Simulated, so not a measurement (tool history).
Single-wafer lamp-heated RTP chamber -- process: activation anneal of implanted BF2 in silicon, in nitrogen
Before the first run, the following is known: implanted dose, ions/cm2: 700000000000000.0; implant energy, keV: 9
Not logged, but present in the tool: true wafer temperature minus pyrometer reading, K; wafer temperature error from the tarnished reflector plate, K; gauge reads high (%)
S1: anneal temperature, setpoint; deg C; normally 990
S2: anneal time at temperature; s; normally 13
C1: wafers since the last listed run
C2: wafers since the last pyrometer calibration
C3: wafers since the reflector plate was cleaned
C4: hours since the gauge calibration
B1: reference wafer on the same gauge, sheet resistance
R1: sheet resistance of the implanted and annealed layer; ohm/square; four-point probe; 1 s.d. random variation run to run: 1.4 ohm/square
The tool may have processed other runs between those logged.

Run 1, day 0: usual settings but S2 15 s; C1 0; C2 2547; C3 3067; C4 345.1; B1 370.39. Result: R1 313.67 ohm/square.
At day 0.138: pyrometer window cleaned and pyrometer calibrated.
Run 2, day 1.892: usual settings; C1 614; C2 614; C3 3681; C4 390.5; B1 369.95. Result: R1 320.26 ohm/square.
Run 3, day 5.121: usual settings; C1 1130; C2 1745; C3 4812; C4 468; B1 369.89. Result: R1 318.34 ohm/square.
Run 4, day 5.821: usual settings; C1 245; C2 1990; C3 5057; C4 484.8; B1 369.66. Result: R1 318.29 ohm/square.
At day 6.617: pyrometer window cleaned and pyrometer calibrated.
Run 5, day 6.654: usual settings but S1 1008 deg C, S2 16 s; C1 175; C2 13; C3 5232; C4 504.8; B1 369.72. Result: R1 272.64 ohm/square.
Run 6, day 7.588: usual settings but S1 1008 deg C, S2 16 s; C1 326; C2 340; C3 5559; C4 527.2; B1 370.16. Result: R1 275.3 ohm/square.
Run 7, day 9.017: usual settings but S1 983 deg C; C1 500; C2 840; C3 6060; C4 561.5; B1 369.66. Result: R1 334.15 ohm/square.
Run 8, day 9.683: usual settings but S1 1009 deg C, S2 19 s; C1 233; C2 1074; C3 6293; C4 577.5; B1 369.92. Result: R1 264.54 ohm/square.
Run 9, day 10.588: usual settings but S1 1009 deg C, S2 19 s; C1 316; C2 1390; C3 6610; C4 599.2; B1 370.02. Result: R1 265.52 ohm/square.
Run 10, day 11.104: usual settings; C1 180; C2 1571; C3 6791; C4 611.6; B1 369.58. Result: R1 316.21 ohm/square.
Run 11, day 12.554: usual settings; C1 507; C2 2079; C3 7299; C4 646.4; B1 370.11. Result: R1 316.82 ohm/square.
Run 12, day 13.567: usual settings; C1 354; C2 2434; C3 7653; C4 670.7; B1 370.64. Result: R1 316.46 ohm/square.
Run 13, day 14.117: usual settings; C1 192; C2 2626; C3 7846; C4 683.9; B1 370.84. Result: R1 314.49 ohm/square.
At day 14.804: pyrometer window cleaned and pyrometer calibrated.
Run 14, day 14.825: usual settings; C1 131; C2 7; C3 7977; C4 700.9; B1 370.42. Result: R1 313.88 ohm/square.
Run 15, day 15.7: usual settings; C1 306; C2 313; C3 8284; C4 721.9; B1 369.11. Result: R1 316.26 ohm/square.
Run 16, day 16.746: usual settings but S1 1008 deg C; C1 366; C2 680; C3 8650; C4 747; B1 370.07. Result: R1 280.52 ohm/square.
Run 17, day 18.733: usual settings but S1 1008 deg C; C1 696; C2 1376; C3 9346; C4 794.7; B1 370.42. Result: R1 282.25 ohm/square.
Run 18, day 19.254: usual settings but S1 982 deg C; C1 182; C2 1558; C3 9528; C4 807.2; B1 370.15. Result: R1 332.1 ohm/square.
Run 19, day 20.7: usual settings but S1 1008 deg C; C1 506; C2 2064; C3 10035; C4 841.9; B1 369.71. Result: R1 280.19 ohm/square.
At day 21.671: pyrometer window cleaned and pyrometer calibrated.
Run 20, day 21.946: usual settings but S1 969 deg C, S2 16 s; C1 319; C2 96; C3 10354; C4 871.8; B1 369.58. Result: R1 354.29 ohm/square.
Run 21, day 22.754: usual settings but S1 1008 deg C; C1 283; C2 379; C3 10637; C4 891.2; B1 369.87. Result: R1 279.84 ohm/square.
At day 23.517: reflector plate cleaned.
Run 22, day 23.808: usual settings but S1 972 deg C, S2 20 s; C1 252; C2 632; C3 101; C4 916.5; B1 369.82. Result: R1 344.69 ohm/square.
Run 23, day 24.362: usual settings but S1 1019 deg C, S2 10 s; C1 194; C2 826; C3 296; C4 929.8; B1 369.69. Result: R1 282.61 ohm/square.
Run 24, day 25.4: usual settings; C1 363; C2 1189; C3 659; C4 954.7; B1 370. Result: R1 323.21 ohm/square.
At day 26.133: gauge calibrated.
Run 25, day 26.417: usual settings but S1 975 deg C; C1 356; C2 1545; C3 1015; C4 6.8; B1 369.77. Result: R1 364.77 ohm/square.
Run 26, day 27.033: usual settings; C1 215; C2 1761; C3 1231; C4 21.6; B1 369.97. Result: R1 319.37 ohm/square.
At day 28.242: pyrometer window cleaned and pyrometer calibrated.
Run 27, day 28.262: usual settings but S1 1005 deg C; C1 313; C2 7; C3 1545; C4 51.1; B1 369.59. Result: R1 292.68 ohm/square.
Run 28, day 28.958: usual settings but S1 972 deg C, S2 16 s; C1 243; C2 251; C3 1788; C4 67.8; B1 369.83. Result: R1 361.98 ohm/square.
Run 29, day 29.467: usual settings but S1 962 deg C, S2 10 s; C1 178; C2 429; C3 1966; C4 80; B1 370.18. Result: R1 428.1 ohm/square.
Run 30, day 30.179: usual settings; C1 249; C2 679; C3 2216; C4 97.1; B1 370.23. Result: R1 321.2 ohm/square.
Run 31, day 31.129: usual settings but S1 1019 deg C, S2 21 s; C1 332; C2 1011; C3 2549; C4 119.9; B1 369.99. Result: R1 247.64 ohm/square.
Run 32, day 32.258: usual settings but S2 18 s; C1 395; C2 1407; C3 2944; C4 147; B1 370.32. Result: R1 304.3 ohm/square.
At day 36.662: pyrometer window cleaned and pyrometer calibrated.
Run 33, day 36.738: usual settings but S1 975 deg C; C1 1451; C2 25; C3 4396; C4 254.5; B1 369.36. Result: R1 364.66 ohm/square.
Run 34, day 38.071: usual settings but S2 10 s; C1 466; C2 492; C3 4863; C4 286.5; B1 369.33. Result: R1 332.95 ohm/square.

Below are 4 alternative next runs, each starting from the tool's condition after run 34. Predict each:
Run A, day 38.088: usual settings but S1 970 deg C; C1 5; C2 498; C3 4869; C4 286.9; B1 ?. Result: R1 ?.
Run B, day 38.088: usual settings but S1 960 deg C; C1 5; C2 498; C3 4869; C4 286.9; B1 ?. Result: R1 ?.
Run C, day 38.088: usual settings but S1 1010 deg C; C1 5; C2 498; C3 4869; C4 286.9; B1 ?. Result: R1 ?.
Run D, day 38.088: usual settings but S1 1012 deg C, S2 6 s; C1 5; C2 498; C3 4869; C4 286.9; B1 ?. Result: R1 ?.

run      B1      R1
  A  370.03  376.17
  B  370.03  412.12
  C  370.03  280.73
  D  370.03  314.62
Had the tool no hidden state, the same runs would have come out as:
run      R1
  A  381.49
  B  417.72
  C  283.03
  D  317.51
